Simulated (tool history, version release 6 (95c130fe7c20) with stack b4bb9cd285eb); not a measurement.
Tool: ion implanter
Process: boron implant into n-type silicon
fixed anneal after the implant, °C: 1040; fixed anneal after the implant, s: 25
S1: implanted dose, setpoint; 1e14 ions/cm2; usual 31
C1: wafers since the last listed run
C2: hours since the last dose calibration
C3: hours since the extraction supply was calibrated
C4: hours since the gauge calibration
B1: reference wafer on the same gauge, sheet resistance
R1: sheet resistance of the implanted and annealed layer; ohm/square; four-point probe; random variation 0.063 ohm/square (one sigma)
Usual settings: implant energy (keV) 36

run 1 hour=0 | S1=33.06 implant_energy_(keV)=36 | C1=0 C2=1532.3 C3=5027.8 C4=76.6 | B1=45.43 | R1=39.67
run 2 hour=11.8 | S1=33.06 implant_energy_(keV)=36 | C1=337 C2=1544.1 C3=5039.6 C4=88.4 | B1=45.39 | R1=39.76
run 3 hour=28.1 | S1=33.06 implant_energy_(keV)=36 | C1=465 C2=1560.4 C3=5055.9 C4=104.7 | B1=45.42 | R1=39.73
run 4 hour=42.6 | S1=31 implant_energy_(keV)=36 | C1=414 C2=1574.9 C3=5070.4 C4=119.2 | B1=45.39 | R1=41.14
run 5 hour=53.5 | S1=31 implant_energy_(keV)=36 | C1=311 C2=1585.8 C3=5081.3 C4=130.1 | B1=45.39 | R1=41.11
run 6 hour=65.7 | S1=31 implant_energy_(keV)=36 | C1=348 C2=1598 C3=5093.5 C4=142.3 | B1=45.38 | R1=41.2
run 7 hour=78.2 | S1=29.08 implant_energy_(keV)=43 | C1=357 C2=1610.5 C3=5106 C4=154.8 | B1=45.38 | R1=41.31
run 8 hour=87.6 | S1=29.08 implant_energy_(keV)=43 | C1=268 C2=1619.9 C3=5115.4 C4=164.2 | B1=45.42 | R1=41.26
run 9 hour=102.5 | S1=29.08 implant_energy_(keV)=43 | C1=425 C2=1634.8 C3=5130.3 C4=179.1 | B1=45.43 | R1=41.39
run 10 hour=118.3 | S1=31 implant_energy_(keV)=36 | C1=451 C2=1650.6 C3=5146.1 C4=194.9 | B1=45.38 | R1=41.18
run 11 hour=126.1 | S1=31 implant_energy_(keV)=36 | C1=222 C2=1658.4 C3=5153.9 C4=202.7 | B1=45.39 | R1=41.13
-- hour=181.8 extraction supply calibrated
run 12 hour=182.3 | S1=29.08 implant_energy_(keV)=43 | C1=1377 C2=1714.6 C3=0.5 C4=258.9 | B1=45.42 | R1=41.38
run 13 hour=189.7 | S1=31 implant_energy_(keV)=36 | C1=211 C2=1722 C3=7.9 C4=266.3 | B1=45.38 | R1=41.19
-- hour=200.5 Faraday cup replaced and dose calibrated
run 14 hour=201 | S1=31 implant_energy_(keV)=27 | C1=94 C2=0.5 C3=19.2 C4=277.6 | B1=45.4 | R1=45.86
run 15 hour=206.2 | S1=31 implant_energy_(keV)=36 | C1=148 C2=5.7 C3=24.4 C4=282.8 | B1=45.39 | R1=42.34
run 16 hour=213.4 | S1=36.85 implant_energy_(keV)=42 | C1=205 C2=12.9 C3=31.6 C4=290 | B1=45.37 | R1=37.09
-- hour=216.7 gauge calibrated
run 17 hour=230.4 | S1=36.88 implant_energy_(keV)=39.5 | C1=486 C2=29.9 C3=48.6 C4=13.7 | B1=45.39 | R1=37.46
run 18 hour=242.1 | S1=33.96 implant_energy_(keV)=36 | C1=334 C2=41.6 C3=60.3 C4=25.4 | B1=45.42 | R1=40.19
run 19 hour=257 | S1=31 implant_energy_(keV)=36 | C1=425 C2=56.5 C3=75.2 C4=40.3 | B1=45.42 | R1=42.24
run 20 hour=267.3 | S1=23.79 implant_energy_(keV)=44.5 | C1=294 C2=66.8 C3=85.5 C4=50.6 | B1=45.41 | R1=49.21
run 21 hour=282.5 | S1=38.9 implant_energy_(keV)=36 | C1=434 C2=82 C3=100.7 C4=65.8 | B1=45.4 | R1=37.48
run 22 hour=296.1 | S1=34.42 implant_energy_(keV)=40 | C1=388 C2=95.6 C3=114.3 C4=79.4 | B1=45.44 | R1=38.67
run 23 hour=310 | S1=36.31 implant_energy_(keV)=30.5 | C1=397 C2=109.5 C3=128.2 C4=93.3 | B1=45.43 | R1=40.78

Forecast each of these 4 alternatives for the next run:
run A hour=310.4 | S1=31 implant_energy_(keV)=36 | C1=11 C2=109.9 C3=128.6 C4=93.7 | B1=? | R1=?
run B hour=310.4 | S1=31 implant_energy_(keV)=28 | C1=11 C2=109.9 C3=128.6 C4=93.7 | B1=? | R1=?
run C hour=310.4 | S1=36.4 implant_energy_(keV)=36 | C1=11 C2=109.9 C3=128.6 C4=93.7 | B1=? | R1=?
run D hour=310.4 | S1=24.41 implant_energy_(keV)=29.5 | C1=11 C2=109.9 C3=128.6 C4=93.7 | B1=? | R1=?

run=A B1=45.41 R1=42.21
run=B B1=45.41 R1=45.14
run=C B1=45.41 R1=38.72
run=D B1=45.41 R1=51.42
Without the tool's hidden state the same runs would have given:
run=A R1=42.36
run=B R1=45.27
run=C R1=38.83
run=D R1=51.63
